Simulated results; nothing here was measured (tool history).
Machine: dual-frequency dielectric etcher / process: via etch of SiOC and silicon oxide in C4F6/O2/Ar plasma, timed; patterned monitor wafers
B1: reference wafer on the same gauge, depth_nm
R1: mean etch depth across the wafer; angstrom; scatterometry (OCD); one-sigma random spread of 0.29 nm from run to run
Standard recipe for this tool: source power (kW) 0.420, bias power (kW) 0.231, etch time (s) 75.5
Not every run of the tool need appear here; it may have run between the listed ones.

{"run": 1, "hour": 0.0, "source power (kW)": 0.42, "bias power (kW)": 0.231, "etch time (s)": 63.0, "B1": 80.0, "R1": 812}
{"hour": 40.2, "done": "source power generator calibrated"}
{"run": 2, "hour": 90.6, "source power (kW)": 0.42, "bias power (kW)": 0.231, "etch time (s)": 63.0, "B1": 79.9, "R1": 788}
{"run": 3, "hour": 173.1, "source power (kW)": 0.42, "bias power (kW)": 0.231, "etch time (s)": 75.5, "B1": 79.8, "R1": 949}
{"hour": 234.6, "done": "gauge calibrated"}
{"run": 4, "hour": 248.6, "source power (kW)": 0.42, "bias power (kW)": 0.231, "etch time (s)": 75.5, "B1": 79.9, "R1": 944}
{"run": 5, "hour": 294.7, "source power (kW)": 0.42, "bias power (kW)": 0.231, "etch time (s)": 75.5, "B1": 79.9, "R1": 941}
{"hour": 325.1, "done": "wet clean of the chamber"}
{"run": 6, "hour": 359.3, "source power (kW)": 0.42, "bias power (kW)": 0.231, "etch time (s)": 75.5, "B1": 79.9, "R1": 970}
{"run": 7, "hour": 445.1, "source power (kW)": 0.42, "bias power (kW)": 0.206, "etch time (s)": 75.5, "B1": 79.9, "R1": 911}
{"run": 8, "hour": 528.1, "source power (kW)": 0.35, "bias power (kW)": 0.204, "etch time (s)": 81.5, "B1": 79.9, "R1": 918}
{"run": 9, "hour": 722.3, "source power (kW)": 0.5, "bias power (kW)": 0.279, "etch time (s)": 57.5, "B1": 79.9, "R1": 856}
{"run": 10, "hour": 784.6, "source power (kW)": 0.42, "bias power (kW)": 0.201, "etch time (s)": 82.0, "B1": 79.9, "R1": 959}
{"run": 11, "hour": 862.1, "source power (kW)": 0.38, "bias power (kW)": 0.283, "etch time (s)": 96.0, "B1": 79.9, "R1": 1307}
{"run": 12, "hour": 963.6, "source power (kW)": 0.45, "bias power (kW)": 0.267, "etch time (s)": 63.0, "B1": 79.9, "R1": 876}
{"run": 13, "hour": 1047.7, "source power (kW)": 0.46, "bias power (kW)": 0.266, "etch time (s)": 83.0, "B1": 79.9, "R1": 1157}
{"hour": 1144.2, "done": "upper electrode replaced"}
{"run": 14, "hour": 1144.7, "source power (kW)": 0.42, "bias power (kW)": 0.231, "etch time (s)": 75.5, "B1": 80.0, "R1": 952}
{"hour": 1185.2, "done": "wet clean of the chamber"}
{"run": 15, "hour": 1218.9, "source power (kW)": 0.42, "bias power (kW)": 0.189, "etch time (s)": 84.0, "B1": 79.9, "R1": 981}
{"run": 16, "hour": 1467.2, "source power (kW)": 0.42, "bias power (kW)": 0.185, "etch time (s)": 89.5, "B1": 79.9, "R1": 1022}
{"hour": 1549.0, "done": "bias power generator calibrated"}
{"run": 17, "hour": 1552.9, "source power (kW)": 0.42, "bias power (kW)": 0.231, "etch time (s)": 75.5, "B1": 79.9, "R1": 974}
{"hour": 1611.3, "done": "source power generator calibrated"}
{"run": 18, "hour": 1658.0, "source power (kW)": 0.5, "bias power (kW)": 0.279, "etch time (s)": 57.5, "B1": 79.9, "R1": 855}
{"run": 19, "hour": 1728.9, "source power (kW)": 0.37, "bias power (kW)": 0.173, "etch time (s)": 64.0, "B1": 79.9, "R1": 659}
{"run": 20, "hour": 1800.9, "source power (kW)": 0.42, "bias power (kW)": 0.231, "etch time (s)": 75.5, "B1": 79.9, "R1": 951}
{"run": 21, "hour": 1883.3, "source power (kW)": 0.42, "bias power (kW)": 0.231, "etch time (s)": 75.5, "B1": 79.9, "R1": 952}
{"run": 22, "hour": 1983.7, "source power (kW)": 0.35, "bias power (kW)": 0.275, "etch time (s)": 57.5, "B1": 79.9, "R1": 741}
{"hour": 2012.9, "done": "wet clean of the chamber"}
{"run": 23, "hour": 2043.6, "source power (kW)": 0.49, "bias power (kW)": 0.231, "etch time (s)": 83.0, "B1": 79.9, "R1": 1133}
{"run": 24, "hour": 2096.8, "source power (kW)": 0.42, "bias power (kW)": 0.231, "etch time (s)": 97.0, "B1": 79.9, "R1": 1259}
{"run": 25, "hour": 2191.6, "source power (kW)": 0.42, "bias power (kW)": 0.231, "etch time (s)": 75.5, "B1": 79.9, "R1": 971}
{"run": 26, "hour": 2231.4, "source power (kW)": 0.48, "bias power (kW)": 0.28, "etch time (s)": 60.0, "B1": 79.9, "R1": 893}
{"run": 27, "hour": 2316.9, "source power (kW)": 0.42, "bias power (kW)": 0.182, "etch time (s)": 75.5, "B1": 79.8, "R1": 847}
{"run": 28, "hour": 2365.3, "source power (kW)": 0.42, "bias power (kW)": 0.231, "etch time (s)": 97.0, "B1": 79.9, "R1": 1243}
{"run": 29, "hour": 2435.6, "source power (kW)": 0.37, "bias power (kW)": 0.231, "etch time (s)": 75.5, "B1": 79.9, "R1": 924}
{"run": 30, "hour": 2519.2, "source power (kW)": 0.42, "bias power (kW)": 0.231, "etch time (s)": 96.0, "B1": 79.8, "R1": 1225}

Each row is a separate what-if for the run after 30, all from the same tool condition, not one after another. Results?
{"run": "A", "hour": 2519.6, "source power (kW)": 0.42, "bias power (kW)": 0.265, "etch time (s)": 75.5, "B1": "?", "R1": "?"}
{"run": "B", "hour": 2519.6, "source power (kW)": 0.47, "bias power (kW)": 0.231, "etch time (s)": 75.5, "B1": "?", "R1": "?"}
{"run": "C", "hour": 2519.6, "source power (kW)": 0.46, "bias power (kW)": 0.231, "etch time (s)": 75.5, "B1": "?", "R1": "?"}

run=A B1=79.9 R1=1033
run=B B1=79.9 R1=998
run=C B1=79.9 R1=991
With the hidden condition removed and each run's random variation left untouched, the same runs would have given:
run=A R1=1049
run=B R1=1014
run=C R1=1007
